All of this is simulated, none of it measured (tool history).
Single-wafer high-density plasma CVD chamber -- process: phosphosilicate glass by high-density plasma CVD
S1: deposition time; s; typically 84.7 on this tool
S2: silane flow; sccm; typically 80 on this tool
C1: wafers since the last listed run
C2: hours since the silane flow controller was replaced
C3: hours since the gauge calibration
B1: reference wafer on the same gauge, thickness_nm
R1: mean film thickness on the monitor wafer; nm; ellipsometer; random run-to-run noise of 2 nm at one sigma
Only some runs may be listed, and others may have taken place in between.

run	day	S1	S2	C1	C2	C3	B1	R1
1	0	84.7	80	0	3270.9	677.2	793.882	699.321
2	1.704	84.7	80	677	3311.8	718.1	794.764	696.284
3	3.804	84.7	80	835	3362.2	768.5	794.334	698.902
4	6.683	72.9	86	1145	3431.3	837.6	793.374	635.595
5	8.604	72.9	86	764	3477.4	883.7	794.479	637.186
6	17.304	84.7	80	3461	3686.2	1092.5	793.775	702.374
# day 18.408: gauge calibrated
7	19.883	84.7	80	1026	3748.1	35.4	794.236	703.481
8	22.367	84.7	80	987	3807.7	95	793.114	699.316
9	24.529	84.7	80	860	3859.6	146.9	794.529	699.924
10	26.35	84.7	80	724	3903.3	190.6	795.271	699.276
11	28.725	84.7	91	944	3960.3	247.6	793.542	770.098
12	29.742	84.7	91	404	3984.7	272	794.306	775.477
13	32.504	84.7	71	1098	4051	338.3	794.988	644.295
14	35.025	84.7	80	1002	4111.5	398.8	793.906	702.036
15	37.096	84.7	80	823	4161.2	448.5	793.471	702.624
16	39.842	84.7	80	1092	4227.1	514.4	794.099	705.981
17	42.521	84.7	80	1065	4291.4	578.7	793.433	704.768
18	44.95	84.7	80	966	4349.7	637	793.299	704.376
19	46.55	84.7	80	636	4388.1	675.4	794.058	703.516
# day 53.742: silane flow controller replaced
20	54.604	84.7	80	3071	20.7	868.7	793.815	682.429
21	57.104	77	80	994	80.7	928.7	794.427	617.972
22	59.721	97	95	1040	143.5	991.5	792.97	884.574
23	62.033	73.5	71	919	199	1047	794.568	543.031
24	64.417	90.5	88	948	256.2	1104.2	794.165	782.993
25	65.858	96.2	93	573	290.8	1138.8	793.541	865.659
26	68.092	84.7	80	888	344.4	1192.4	794.334	682.544
# day 68.183: gauge calibrated
27	71.088	78.5	90	1191	416.3	69.7	794.683	689.003
28	72.371	84.7	80	510	447.1	100.5	794.284	685.035
29	74.512	91.9	91	851	498.5	151.9	793.806	815.067
30	76.525	95.1	84	800	546.8	200.2	794.278	795.517
31	77.862	71.7	80	532	578.9	232.3	794.367	580.67
32	78.892	94.5	72	409	603.6	257	793.582	704.206
33	80.792	72.5	92	755	649.2	302.6	793.838	649.983
34	83.112	92.4	80	923	704.9	358.3	794.381	748.745
35	85.492	69.3	90	946	762	415.4	793.969	609.432
36	88.188	84.7	80	1072	826.7	480.1	793.469	687.282
37	89.796	76.2	95	639	865.3	518.7	793.201	702.552
38	91.108	84.7	80	522	896.8	550.2	794.079	685.123
39	93.008	74.6	76	755	942.4	595.8	794.773	582.698

Take each entry between the runs: how does the hidden state at the last listed run before it differ from the hidden state at the first listed run after it?
Logged between run 6 and run 7: gauge calibrated (day 18.408)
  delivered silane flow above the setpoint (%): 3.89 -> 3.97
  the result without the hidden state subtracted from the measured one, R1: +19.361 -> +19.766 nm
Logged between run 19 and run 20: silane flow controller replaced (day 53.742)
  delivered silane flow above the setpoint (%): 4.77 -> -0.0681
  the result without the hidden state subtracted from the measured one, R1: +23.603 -> -0.339 nm
Logged between run 26 and run 27: gauge calibrated (day 68.183)
  delivered silane flow above the setpoint (%): 0.335 -> 0.425
  the result without the hidden state subtracted from the measured one, R1: +1.662 -> +2.125 nm
